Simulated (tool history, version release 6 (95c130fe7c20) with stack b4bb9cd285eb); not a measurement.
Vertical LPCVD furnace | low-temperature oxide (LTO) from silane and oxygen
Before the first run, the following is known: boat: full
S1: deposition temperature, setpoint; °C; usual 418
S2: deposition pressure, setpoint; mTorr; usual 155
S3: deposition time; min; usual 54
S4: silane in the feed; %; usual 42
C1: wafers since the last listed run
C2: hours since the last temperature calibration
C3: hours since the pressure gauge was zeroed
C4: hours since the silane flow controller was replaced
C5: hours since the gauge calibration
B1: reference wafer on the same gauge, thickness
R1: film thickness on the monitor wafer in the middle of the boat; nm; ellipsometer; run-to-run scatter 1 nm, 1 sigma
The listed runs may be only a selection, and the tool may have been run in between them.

run,hour,S1,S2,S3,S4,C1,C2,C3,C4,C5,B1,R1
1,0,418,130,54,42,0,1526.2,2216.7,4720.2,486.5,483.08,358.73
2,25.5,418,130,54,42,328,1551.7,2242.2,4745.7,512,483.2,356.23
3,43.3,418,130,54,42,229,1569.5,2260,4763.5,529.8,483.05,356.67
4,76,418,125,54,42,420,1602.2,2292.7,4796.2,562.5,483,342.23
5,88.6,418,155,54,42,162,1614.8,2305.3,4808.8,575.1,483.08,429.92
6,122,418,155,54,42,429,1648.2,2338.7,4842.2,608.5,482.73,428.62
7,135,418,155,54,42,167,1661.2,2351.7,4855.2,621.5,482.87,428.69
8,151.6,418,155,54,42,213,1677.8,2368.3,4871.8,638.1,483.28,428.59
# hour 163.2: gauge calibrated
9,174.3,418,135,54,42,292,1700.5,2391,4894.5,11.1,483.41,370.03
10,195.5,418,135,54,42,272,1721.7,2412.2,4915.7,32.3,483.26,371.24

Predict the results of run 11:
11,209.4,423,190,54,42,178,1735.6,2426.1,4929.6,46.2,?,?

{"run 11": {"B1": 482.97, "R1": 560.47}}
On a tool with no hidden condition, and with the same random variation, this run would have come out at R1 585.56 nm.
